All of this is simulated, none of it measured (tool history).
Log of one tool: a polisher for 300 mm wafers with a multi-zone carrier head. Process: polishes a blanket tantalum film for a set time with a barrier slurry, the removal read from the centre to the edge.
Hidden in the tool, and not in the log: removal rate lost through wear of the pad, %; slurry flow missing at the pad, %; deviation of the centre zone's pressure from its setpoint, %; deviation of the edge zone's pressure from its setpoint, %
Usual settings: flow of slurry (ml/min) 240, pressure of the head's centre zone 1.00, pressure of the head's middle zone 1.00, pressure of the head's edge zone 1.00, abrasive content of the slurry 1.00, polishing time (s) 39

run,hour,flow of slurry (ml/min),pressure of the head's centre zone,pressure of the head's middle zone,pressure of the head's edge zone,abrasive content of the slurry,polishing time (s),wafers since the last listed run,wafers polished on this pad,hours since the slurry nozzle was cleaned,hours since the centre zone pressure was calibrated,hours since the edge zone pressure was calibrated,hours since the carrier head's membrane was replaced,"incoming thickness of the incoming film, nm",film removed at the wafer's centre (angstrom),film removed at mid-radius (angstrom),film removed at the wafer's edge (angstrom)
1,0.0,240,1.10,1.00,1.00,1.00,39,0,4555,105.7,831.4,497.3,1037.9,309.8,779,701,731
2,44.6,240,1.00,1.00,0.92,1.00,39,725,5281,150.3,876.0,541.9,1082.5,309.0,692,689,697
# hour 102.1: edge zone pressure recalibrated
3,116.4,240,1.00,1.00,1.00,1.00,39,1136,6417,222.1,947.8,14.3,1154.3,309.9,685,689,712
4,150.0,240,1.00,1.00,1.00,1.00,39,546,6964,255.7,981.4,47.9,1187.9,303.7,671,681,719
5,201.9,240,1.00,1.00,1.00,1.00,39,844,7809,307.6,1033.3,99.8,1239.8,309.5,657,674,710
# hour 207.9: worn pad replaced by a new one
6,263.8,275,0.92,1.00,1.00,1.00,39,942,909,369.5,1095.2,161.7,1301.7,312.9,632,694,728
7,334.1,240,1.00,1.10,1.00,1.00,39,1144,2053,439.8,1165.5,232.0,1372.0,307.1,644,706,701
8,389.5,240,1.00,0.92,1.08,1.00,39,901,2955,495.2,1220.9,287.4,1427.4,308.6,639,627,724
# hour 454.2: carrier head's membrane replaced by a new one
# hour 488.4: slurry nozzle cleaned
9,524.5,240,1.00,1.00,1.00,1.00,44,2099,5055,36.1,1355.9,422.4,70.3,310.0,802,806,826
# hour 538.0: centre zone pressure recalibrated
10,593.0,240,1.00,1.07,1.00,1.00,39,1082,6137,104.6,55.0,490.9,138.8,307.9,710,741,744
11,652.4,240,0.95,1.00,1.00,1.00,50,966,7104,164.0,114.4,550.3,198.2,312.9,845,889,933
# hour 663.6: edge zone pressure recalibrated
# hour 682.1: worn pad replaced by a new one
12,721.7,240,1.08,1.00,0.96,0.90,39,1030,644,233.3,183.7,58.1,267.5,307.0,728,658,677
13,772.6,240,1.11,1.00,0.93,1.25,39,828,1472,284.2,234.6,109.0,318.4,308.5,807,739,730
14,831.8,240,1.06,1.00,1.00,1.00,39,963,2436,343.4,293.8,168.2,377.6,308.4,712,673,729
15,901.5,240,1.00,1.00,0.97,1.00,39,1134,3571,413.1,363.5,237.9,447.3,306.8,680,678,697
16,1083.3,240,1.06,1.00,0.95,1.00,39,2959,6530,594.9,545.3,419.7,629.1,310.0,700,673,686
# hour 1111.2: slurry nozzle cleaned
17,1153.5,240,1.00,1.04,1.00,1.00,39,1126,7656,42.3,615.5,489.9,699.3,313.9,721,738,755
# hour 1194.5: worn pad replaced by a new one
18,1220.1,170,1.00,1.00,1.00,1.00,39,1018,417,108.9,682.1,556.5,765.9,308.1,687,661,721
# hour 1240.7: edge zone pressure recalibrated
19,1261.8,265,1.06,1.00,1.00,1.00,46,646,1063,150.6,723.8,21.1,807.6,304.1,911,854,883
20,1308.0,240,1.00,1.00,1.12,1.00,51,752,1815,196.8,770.0,67.3,853.8,310.3,903,913,1009
21,1362.8,240,1.00,1.09,1.00,1.00,35,891,2707,251.6,824.8,122.1,908.6,307.2,633,655,650

Forecast each of these 4 alternatives for the next run:
A,1363.2,240,1.00,1.00,1.00,1.00,39,6,2714,252.0,825.2,122.5,909.0,307.5,?,?,?
B,1363.2,160,1.00,0.95,1.06,1.00,32,6,2714,252.0,825.2,122.5,909.0,307.5,?,?,?
C,1363.2,220,1.09,0.90,1.00,1.25,39,6,2714,252.0,825.2,122.5,909.0,307.5,?,?,?
D,1363.2,240,1.03,1.00,1.00,1.00,47,6,2714,252.0,825.2,122.5,909.0,307.5,?,?,?

run,film removed at the wafer's centre (angstrom),film removed at mid-radius (angstrom),film removed at the wafer's edge (angstrom)
A,681,704,722
B,510,517,573
C,778,694,762
D,845,848,870
Without the tool's hidden state the same runs would have given:
run,film removed at the wafer's centre (angstrom),film removed at mid-radius (angstrom),film removed at the wafer's edge (angstrom)
A,719,740,749
B,554,556,604
C,826,733,793
D,893,891,903

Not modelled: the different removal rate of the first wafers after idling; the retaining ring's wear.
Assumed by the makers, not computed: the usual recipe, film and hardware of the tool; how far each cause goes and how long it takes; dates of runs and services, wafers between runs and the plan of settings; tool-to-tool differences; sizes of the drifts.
